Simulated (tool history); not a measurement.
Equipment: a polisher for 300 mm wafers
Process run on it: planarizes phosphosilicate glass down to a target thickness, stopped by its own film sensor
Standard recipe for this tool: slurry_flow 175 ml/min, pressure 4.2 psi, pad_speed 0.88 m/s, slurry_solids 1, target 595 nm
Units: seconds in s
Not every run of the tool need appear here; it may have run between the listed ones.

run    hour  slurry_flow  pressure  pad_speed  slurry_solids  target  incoming thickness of the incoming film, nm  seconds
  1       0          175       4.2       0.88           1.25     595                                       1648.3    100.3
       55.8  -- slurry blender recalibrated, repeated, since the last time left the tool worse
       59.5  -- conditioning disc replaced and pad reconditioned
      125.7  -- worn pad replaced by a new one
  2   149.6          175       4.2       0.88           1.25     595                                         1611     81.3
  3     176          175       4.2       0.88            1.2     595                                       1625.5     86.4
      199.2  -- head pressure recalibrated
  4   228.8          175       4.2       0.88            1.2     595                                       1625.7       86
  5   283.6          175       4.2       0.88            1.2     595                                       1625.3     87.4
  6   315.8          175       4.2       0.88              1     595                                       1644.9     98.8
  7   381.2          175       4.2       0.88            1.2     595                                       1630.1     90.2
  8     421          175       4.2       0.88              1     595                                       1630.3      101
      450.2  -- slurry nozzle cleaned
      451.9  -- slurry blender recalibrated
  9   458.8          175       4.2       0.96            1.1     595                                       1613.4     79.6
 10   522.8          175       4.2       0.88              1     595                                       1634.7     92.9
      531.2  -- conditioning disc replaced and pad reconditioned
      581.9  -- worn pad replaced by a new one
        736  -- head pressure recalibrated
 11   736.5          155       4.2       0.88              1     923                                         1623     65.9
 12   781.9          175       3.4        1.1           0.85     595                                         1639    113.9
 13   820.3          175       4.7       1.16              1     462                                       1630.6       79
 14   850.5          225       5.1       1.08            0.9     595                                         1675     77.3
      859.6  -- slurry blender recalibrated
 15   912.6          175       4.2       0.88              1     595                                       1655.2     95.8
 16   937.6          175       5.1       0.88              1     848                                       1638.9       60
      973.8  -- conditioning disc replaced and pad reconditioned
      980.7  -- worn pad replaced by a new one
 17   997.5          155       4.2        0.6            1.3     595                                       1634.3    114.4
 18    1033          175       4.2       0.88              1     595                                       1665.8       99
     1169.9  -- slurry nozzle cleaned
 19  1231.3          175       4.2       0.68              1     595                                       1640.1    122.2
 20  1285.8          175       4.2       0.88              1     595                                       1656.3    102.5
     1304.8  -- slurry blender recalibrated
 21  1335.9          160       3.7       0.88            0.9     595                                       1647.9    115.3
     1371.3  -- head pressure recalibrated
 22  1371.8          220       3.8        0.8              1     595                                         1623    107.2
     1387.2  -- conditioning disc replaced and pad reconditioned
 23  1412.3          175       4.2       0.88              1     595                                       1644.9     94.3
     1446.5  -- worn pad replaced by a new one
 24  1476.7          215       4.9       0.88            1.1     595                                       1631.9     74.9
 25  1515.8          175       4.2       0.88              1     595                                       1646.6     98.3
 26  1561.3          140       4.2       0.88           0.85     918                                       1634.7     77.7

State the hidden condition of the tool at each of the runs:
removal rate lost through wear of the pad, %: 0, the same for each run
slurry flow missing at the pad, %: 0, the same for each run
deviation of the head's pressure from its setpoint, %: 0, the same for each run
time polished since the conditioner stopped cutting, s: 0, the same for each run
H1: abrasive missing from the slurry, %
run     H1
  1   25.2
  2  0.785
  3   1.12
  4   2.03
  5   3.32
  6   4.24
  7   6.49
  8   8.11
  9  0.163
 10  0.455
 11   4.92
 12   6.56
 13   8.14
 14    9.5
 15  0.833
 16   1.03
 17   1.79
 18   2.43
 19   8.79
 20   11.3
 21   1.16
 22   1.36
 23   1.78
 24   2.84
 25   3.72
 26   4.97

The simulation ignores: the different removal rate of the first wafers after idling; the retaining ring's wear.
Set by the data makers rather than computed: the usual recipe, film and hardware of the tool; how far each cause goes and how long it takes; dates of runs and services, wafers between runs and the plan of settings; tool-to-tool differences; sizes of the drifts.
